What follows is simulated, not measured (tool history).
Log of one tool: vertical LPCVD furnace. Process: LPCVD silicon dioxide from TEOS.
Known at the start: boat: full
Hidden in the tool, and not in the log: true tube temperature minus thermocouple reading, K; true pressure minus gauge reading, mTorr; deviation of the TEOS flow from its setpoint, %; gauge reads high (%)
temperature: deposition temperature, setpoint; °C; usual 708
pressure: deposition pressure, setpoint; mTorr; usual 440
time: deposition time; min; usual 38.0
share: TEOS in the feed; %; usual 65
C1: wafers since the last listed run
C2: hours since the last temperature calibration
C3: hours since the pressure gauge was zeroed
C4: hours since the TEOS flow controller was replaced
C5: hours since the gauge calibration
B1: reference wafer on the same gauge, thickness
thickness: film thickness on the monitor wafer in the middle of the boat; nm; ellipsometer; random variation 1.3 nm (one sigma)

run 1 hour=0.0 | temperature=708 pressure=440 time=38.0 share=65 | C1=0 C2=4706.7 C3=872.0 C4=3126.0 C5=291.3 | B1=457.24 | thickness=446.33
run 2 hour=66.4 | temperature=708 pressure=440 time=38.0 share=65 | C1=1055 C2=4773.1 C3=938.4 C4=3192.4 C5=357.7 | B1=458.49 | thickness=450.45
run 3 hour=134.3 | temperature=708 pressure=355 time=38.0 share=65 | C1=1079 C2=4841.0 C3=1006.3 C4=3260.3 C5=425.6 | B1=457.85 | thickness=403.58
run 4 hour=184.0 | temperature=708 pressure=355 time=38.0 share=65 | C1=789 C2=4890.7 C3=1056.0 C4=3310.0 C5=475.3 | B1=457.21 | thickness=400.17
run 5 hour=281.0 | temperature=708 pressure=355 time=38.0 share=65 | C1=1541 C2=4987.7 C3=1153.0 C4=3407.0 C5=572.3 | B1=457.80 | thickness=399.85
run 6 hour=335.9 | temperature=708 pressure=440 time=38.0 share=65 | C1=872 C2=5042.6 C3=1207.9 C4=3461.9 C5=627.2 | B1=458.14 | thickness=449.08
run 7 hour=408.4 | temperature=708 pressure=440 time=38.0 share=65 | C1=1152 C2=5115.1 C3=1280.4 C4=3534.4 C5=699.7 | B1=457.38 | thickness=449.87
-- hour=453.6 gauge calibrated
run 8 hour=485.9 | temperature=708 pressure=440 time=38.0 share=68 | C1=1231 C2=5192.6 C3=1357.9 C4=3611.9 C5=32.3 | B1=458.29 | thickness=459.79
run 9 hour=523.4 | temperature=708 pressure=400 time=38.0 share=65 | C1=595 C2=5230.1 C3=1395.4 C4=3649.4 C5=69.8 | B1=457.43 | thickness=428.22
-- hour=575.1 thermocouples replaced and temperature profile calibrated
run 10 hour=575.6 | temperature=708 pressure=440 time=38.0 share=65 | C1=448 C2=0.5 C3=1447.6 C4=3701.6 C5=122.0 | B1=458.34 | thickness=407.07
run 11 hour=659.9 | temperature=708 pressure=440 time=38.0 share=65 | C1=1339 C2=84.8 C3=1531.9 C4=3785.9 C5=206.3 | B1=458.30 | thickness=410.35
-- hour=704.2 TEOS flow controller replaced
run 12 hour=765.2 | temperature=708 pressure=440 time=38.0 share=65 | C1=1292 C2=190.1 C3=1637.2 C4=61.0 C5=311.6 | B1=458.06 | thickness=413.02
run 13 hour=847.6 | temperature=708 pressure=440 time=38.0 share=65 | C1=1309 C2=272.5 C3=1719.6 C4=143.4 C5=394.0 | B1=458.58 | thickness=415.47
run 14 hour=884.6 | temperature=708 pressure=440 time=24.5 share=57 | C1=588 C2=309.5 C3=1756.6 C4=180.4 C5=431.0 | B1=458.10 | thickness=250.39
run 15 hour=945.1 | temperature=714 pressure=400 time=28.0 share=65 | C1=961 C2=370.0 C3=1817.1 C4=240.9 C5=491.5 | B1=457.69 | thickness=336.62
-- hour=1018.1 pressure gauge zeroed
run 16 hour=1018.6 | temperature=708 pressure=365 time=44.0 share=57 | C1=786 C2=443.5 C3=0.5 C4=314.4 C5=565.0 | B1=456.99 | thickness=411.09
run 17 hour=1108.7 | temperature=708 pressure=440 time=38.0 share=74 | C1=1431 C2=533.6 C3=90.6 C4=404.5 C5=655.1 | B1=457.93 | thickness=449.18
run 18 hour=1184.7 | temperature=720 pressure=380 time=31.5 share=65 | C1=1207 C2=609.6 C3=166.6 C4=480.5 C5=731.1 | B1=458.56 | thickness=424.98
run 19 hour=1222.4 | temperature=708 pressure=510 time=50.5 share=65 | C1=599 C2=647.3 C3=204.3 C4=518.2 C5=768.8 | B1=458.13 | thickness=603.95
-- hour=1258.5 gauge calibrated
run 20 hour=1295.3 | temperature=708 pressure=440 time=24.5 share=65 | C1=1158 C2=720.2 C3=277.2 C4=591.1 C5=36.8 | B1=458.12 | thickness=272.36
run 21 hour=1347.8 | temperature=699 pressure=485 time=26.5 share=55 | C1=834 C2=772.7 C3=329.7 C4=643.6 C5=89.3 | B1=458.08 | thickness=230.93

Forecast each of these 3 alternatives for the next run:
run A hour=1352.0 | temperature=708 pressure=440 time=38.0 share=57 | C1=66 C2=776.9 C3=333.9 C4=647.8 C5=93.5 | B1=? | thickness=?
run B hour=1352.0 | temperature=715 pressure=505 time=38.0 share=76 | C1=66 C2=776.9 C3=333.9 C4=647.8 C5=93.5 | B1=? | thickness=?
run C hour=1352.0 | temperature=714 pressure=440 time=32.0 share=65 | C1=66 C2=776.9 C3=333.9 C4=647.8 C5=93.5 | B1=? | thickness=?

run=A B1=457.62 thickness=395.14
run=B B1=457.62 thickness=572.71
run=C B1=457.62 thickness=407.07
Without the tool's hidden state the same runs would have given:
run=A thickness=379.41
run=B thickness=550.22
run=C thickness=391.05

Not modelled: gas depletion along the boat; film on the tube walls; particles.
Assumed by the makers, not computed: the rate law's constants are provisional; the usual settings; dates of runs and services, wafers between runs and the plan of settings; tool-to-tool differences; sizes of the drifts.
